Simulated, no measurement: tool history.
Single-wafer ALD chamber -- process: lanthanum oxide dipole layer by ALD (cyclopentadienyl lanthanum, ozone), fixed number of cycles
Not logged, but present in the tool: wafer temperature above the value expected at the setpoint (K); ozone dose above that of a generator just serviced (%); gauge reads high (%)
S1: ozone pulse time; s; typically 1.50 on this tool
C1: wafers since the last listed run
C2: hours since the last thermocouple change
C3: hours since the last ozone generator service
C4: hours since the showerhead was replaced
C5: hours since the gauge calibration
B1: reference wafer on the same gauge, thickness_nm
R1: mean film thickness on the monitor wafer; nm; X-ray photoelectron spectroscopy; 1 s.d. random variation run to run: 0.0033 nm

run	day	S1	C1	C2	C3	C4	C5	B1	R1
1	0.000	1.67	0	1111.4	145.6	2645.7	481.7	0.509	0.561
2	2.758	1.18	1237	1177.6	211.8	2711.9	547.9	0.508	0.524
3	4.988	1.18	1000	1231.1	265.3	2765.4	601.4	0.508	0.525
4	6.158	1.18	525	1259.2	293.4	2793.5	629.5	0.508	0.532
5	8.842	1.50	1203	1323.6	357.8	2857.9	693.9	0.507	0.556
6	10.404	1.50	700	1361.1	395.3	2895.4	731.4	0.508	0.550
7	13.179	1.50	1244	1427.7	461.9	2962.0	798.0	0.508	0.556
8	18.000	1.87	2162	1543.4	577.6	3077.7	913.7	0.508	0.570
9	19.025	1.87	459	1568.0	602.2	3102.3	938.3	0.507	0.561
# day 19.554: showerhead replaced
10	21.700	1.50	1050	1632.2	666.4	51.5	1002.5	0.508	0.549
11	23.954	1.50	1011	1686.3	720.5	105.6	1056.6	0.508	0.556
# day 24.529: ozone generator serviced
12	25.679	1.50	624	1727.7	27.6	147.0	1098.0	0.507	0.552
# day 26.762: gauge calibrated
# day 27.088: thermocouple changed; heater temperature recalibrated
13	27.508	1.50	671	10.1	71.5	190.9	17.9	0.507	0.554
14	29.375	2.03	837	54.9	116.3	235.7	62.7	0.508	0.573
15	31.133	1.13	788	97.1	158.5	277.9	104.9	0.507	0.530
16	32.738	1.10	719	135.6	197.0	316.4	143.4	0.508	0.525
17	35.429	1.94	1207	200.2	261.6	381.0	208.0	0.508	0.572
18	38.329	1.50	1300	269.8	331.2	450.6	277.6	0.509	0.553
19	40.662	1.11	1046	325.8	387.2	506.6	333.6	0.507	0.520
20	43.246	1.73	1158	387.8	449.2	568.6	395.6	0.507	0.563

For each run, what was the tool's unlogged condition?
wafer temperature above the value expected at the setpoint (K): 0 in every run
ozone dose above that of a generator just serviced (%): 0 in every run
gauge reads high (%): 0 in every run

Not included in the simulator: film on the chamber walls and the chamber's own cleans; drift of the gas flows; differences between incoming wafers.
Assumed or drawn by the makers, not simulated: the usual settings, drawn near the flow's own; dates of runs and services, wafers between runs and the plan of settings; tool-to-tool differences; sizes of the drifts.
